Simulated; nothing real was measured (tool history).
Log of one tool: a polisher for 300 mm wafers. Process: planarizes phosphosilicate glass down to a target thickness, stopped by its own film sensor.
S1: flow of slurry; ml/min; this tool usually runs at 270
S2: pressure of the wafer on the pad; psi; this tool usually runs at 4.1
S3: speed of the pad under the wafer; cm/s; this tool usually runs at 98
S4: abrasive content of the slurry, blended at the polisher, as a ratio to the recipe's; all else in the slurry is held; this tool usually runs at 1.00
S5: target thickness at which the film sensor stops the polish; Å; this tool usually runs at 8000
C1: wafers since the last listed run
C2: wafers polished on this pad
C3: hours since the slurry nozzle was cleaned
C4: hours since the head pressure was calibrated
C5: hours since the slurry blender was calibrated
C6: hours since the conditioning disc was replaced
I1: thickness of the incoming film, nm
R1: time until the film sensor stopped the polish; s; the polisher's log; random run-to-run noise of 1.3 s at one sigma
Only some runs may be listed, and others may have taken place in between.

run 1 hour=0.0 | S1=270 S2=4.1 S3=98 S4=1.00 S5=8000 | C1=0 C2=2045 C3=52.3 C4=126.7 C5=93.0 C6=184.4 | I1=1470.3 | R1=83.3
run 2 hour=76.2 | S1=270 S2=4.1 S3=98 S4=1.00 S5=8000 | C1=507 C2=2552 C3=128.5 C4=202.9 C5=169.2 C6=260.6 | I1=1467.8 | R1=85.4
run 3 hour=137.2 | S1=220 S2=4.1 S3=98 S4=1.00 S5=8000 | C1=405 C2=2958 C3=189.5 C4=263.9 C5=230.2 C6=321.6 | I1=1491.0 | R1=86.4
run 4 hour=177.3 | S1=270 S2=4.1 S3=98 S4=1.00 S5=8000 | C1=266 C2=3225 C3=229.6 C4=304.0 C5=270.3 C6=361.7 | I1=1505.9 | R1=88.5
run 5 hour=283.7 | S1=270 S2=4.1 S3=98 S4=1.00 S5=8000 | C1=708 C2=3933 C3=336.0 C4=410.4 C5=376.7 C6=468.1 | I1=1469.2 | R1=83.6
-- hour=301.8 worn pad replaced by a new one
run 6 hour=373.3 | S1=270 S2=4.1 S3=98 S4=1.00 S5=8000 | C1=569 C2=475 C3=425.6 C4=500.0 C5=466.3 C6=557.7 | I1=1493.2 | R1=84.8
-- hour=448.4 conditioning disc replaced and pad reconditioned
run 7 hour=465.3 | S1=330 S2=4.1 S3=98 S4=1.00 S5=8000 | C1=599 C2=1074 C3=517.6 C4=592.0 C5=558.3 C6=16.9 | I1=1486.6 | R1=84.6
run 8 hour=504.6 | S1=270 S2=4.1 S3=98 S4=1.00 S5=9730 | C1=261 C2=1336 C3=556.9 C4=631.3 C5=597.6 C6=56.2 | I1=1457.3 | R1=60.4
-- hour=518.4 slurry nozzle cleaned
-- hour=533.1 slurry blender recalibrated
run 9 hour=546.9 | S1=270 S2=4.1 S3=116 S4=1.00 S5=8000 | C1=261 C2=1597 C3=28.5 C4=673.6 C5=13.8 C6=98.5 | I1=1482.6 | R1=77.3
run 10 hour=624.8 | S1=270 S2=4.1 S3=98 S4=1.00 S5=8000 | C1=518 C2=2116 C3=106.4 C4=751.5 C5=91.7 C6=176.4 | I1=1490.5 | R1=87.9
run 11 hour=675.5 | S1=245 S2=4.1 S3=70 S4=1.00 S5=5910 | C1=337 C2=2453 C3=157.1 C4=802.2 C5=142.4 C6=227.1 | I1=1463.3 | R1=136.0
run 12 hour=713.1 | S1=180 S2=4.1 S3=130 S4=1.00 S5=5690 | C1=250 C2=2703 C3=194.7 C4=839.8 C5=180.0 C6=264.7 | I1=1457.9 | R1=98.6
run 13 hour=779.9 | S1=270 S2=4.7 S3=64 S4=1.00 S5=8000 | C1=444 C2=3148 C3=261.5 C4=906.6 C5=246.8 C6=331.5 | I1=1490.1 | R1=99.5
-- hour=806.9 head pressure recalibrated
run 14 hour=821.3 | S1=270 S2=4.1 S3=98 S4=1.00 S5=8000 | C1=262 C2=3410 C3=302.9 C4=14.4 C5=288.2 C6=372.9 | I1=1504.7 | R1=87.6
run 15 hour=865.0 | S1=270 S2=3.7 S3=120 S4=1.00 S5=8000 | C1=290 C2=3701 C3=346.6 C4=58.1 C5=331.9 C6=416.6 | I1=1501.8 | R1=88.8
-- hour=873.0 worn pad replaced by a new one
-- hour=1093.1 conditioning disc replaced and pad reconditioned
-- hour=1136.4 slurry nozzle cleaned
run 16 hour=1136.9 | S1=320 S2=5.1 S3=98 S4=1.00 S5=6580 | C1=1763 C2=1736 C3=0.5 C4=330.0 C5=603.8 C6=43.8 | I1=1466.9 | R1=80.3
-- hour=1186.5 slurry blender recalibrated
run 17 hour=1242.9 | S1=210 S2=4.1 S3=98 S4=1.20 S5=10220 | C1=692 C2=2428 C3=106.5 C4=436.0 C5=56.4 C6=149.8 | I1=1500.9 | R1=58.3
run 18 hour=1286.5 | S1=205 S2=3.7 S3=122 S4=1.00 S5=6460 | C1=290 C2=2718 C3=150.1 C4=479.6 C5=100.0 C6=193.4 | I1=1485.2 | R1=104.1
run 19 hour=1324.5 | S1=330 S2=5.2 S3=98 S4=1.00 S5=8000 | C1=252 C2=2971 C3=188.1 C4=517.6 C5=138.0 C6=231.4 | I1=1471.1 | R1=66.0
run 20 hour=1400.5 | S1=270 S2=3.0 S3=122 S4=1.20 S5=7370 | C1=505 C2=3477 C3=264.1 C4=593.6 C5=214.0 C6=307.4 | I1=1476.9 | R1=103.6
-- hour=1457.7 worn pad replaced by a new one
run 21 hour=1466.2 | S1=270 S2=3.0 S3=98 S4=1.00 S5=8000 | C1=410 C2=56 C3=329.8 C4=659.3 C5=279.7 C6=373.1 | I1=1482.2 | R1=108.6
run 22 hour=1516.7 | S1=185 S2=4.1 S3=88 S4=1.00 S5=8000 | C1=336 C2=392 C3=380.3 C4=709.8 C5=330.2 C6=423.6 | I1=1484.3 | R1=90.3
run 23 hour=1606.1 | S1=270 S2=4.1 S3=98 S4=1.00 S5=8000 | C1=595 C2=987 C3=469.7 C4=799.2 C5=419.6 C6=513.0 | I1=1482.2 | R1=82.1
-- hour=1627.2 conditioning disc replaced and pad reconditioned
run 24 hour=1676.5 | S1=270 S2=3.4 S3=98 S4=1.00 S5=8000 | C1=455 C2=1443 C3=540.1 C4=869.6 C5=490.0 C6=49.3 | I1=1484.0 | R1=100.6
run 25 hour=1725.0 | S1=270 S2=4.1 S3=98 S4=1.00 S5=8000 | C1=322 C2=1765 C3=588.6 C4=918.1 C5=538.5 C6=97.8 | I1=1496.8 | R1=83.4
-- hour=1765.6 slurry nozzle cleaned
run 26 hour=1772.7 | S1=270 S2=3.1 S3=98 S4=1.00 S5=8000 | C1=310 C2=2076 C3=7.1 C4=965.8 C5=586.2 C6=145.5 | I1=1481.4 | R1=109.0

Below, some changes in R1 between adjacent runs. For each, the amount present without the hidden state too (settings, incoming material, random variation) and the amount remaining for the hidden state with gauge scatter not shared by both compared results:
Hidden conditions of the tool in this case: removal rate lost through wear of the pad, %; slurry flow missing at the pad, %; deviation of the head's pressure from its setpoint, %; abrasive missing from the slurry, %; time polished since the conditioner stopped cutting, s.
Run 10 -> 11: S1 270 -> 245, S3 98 -> 70, S5 8000 -> 5910. R1 +48.1 s: hidden state +4.1, all else +44.0.
Run 17 -> 18: S1 210 -> 205, S2 4.1 -> 3.7, S3 98 -> 122, S4 1.20 -> 1.00, S5 10220 -> 6460. R1 +45.8 s: hidden state +3.8, all else +42.0.
Run 20 -> 21: S3 122 -> 98, S4 1.20 -> 1.00, S5 7370 -> 8000, worn pad replaced by a new one. R1 +5.0 s: hidden state -8.1, all else +13.1.

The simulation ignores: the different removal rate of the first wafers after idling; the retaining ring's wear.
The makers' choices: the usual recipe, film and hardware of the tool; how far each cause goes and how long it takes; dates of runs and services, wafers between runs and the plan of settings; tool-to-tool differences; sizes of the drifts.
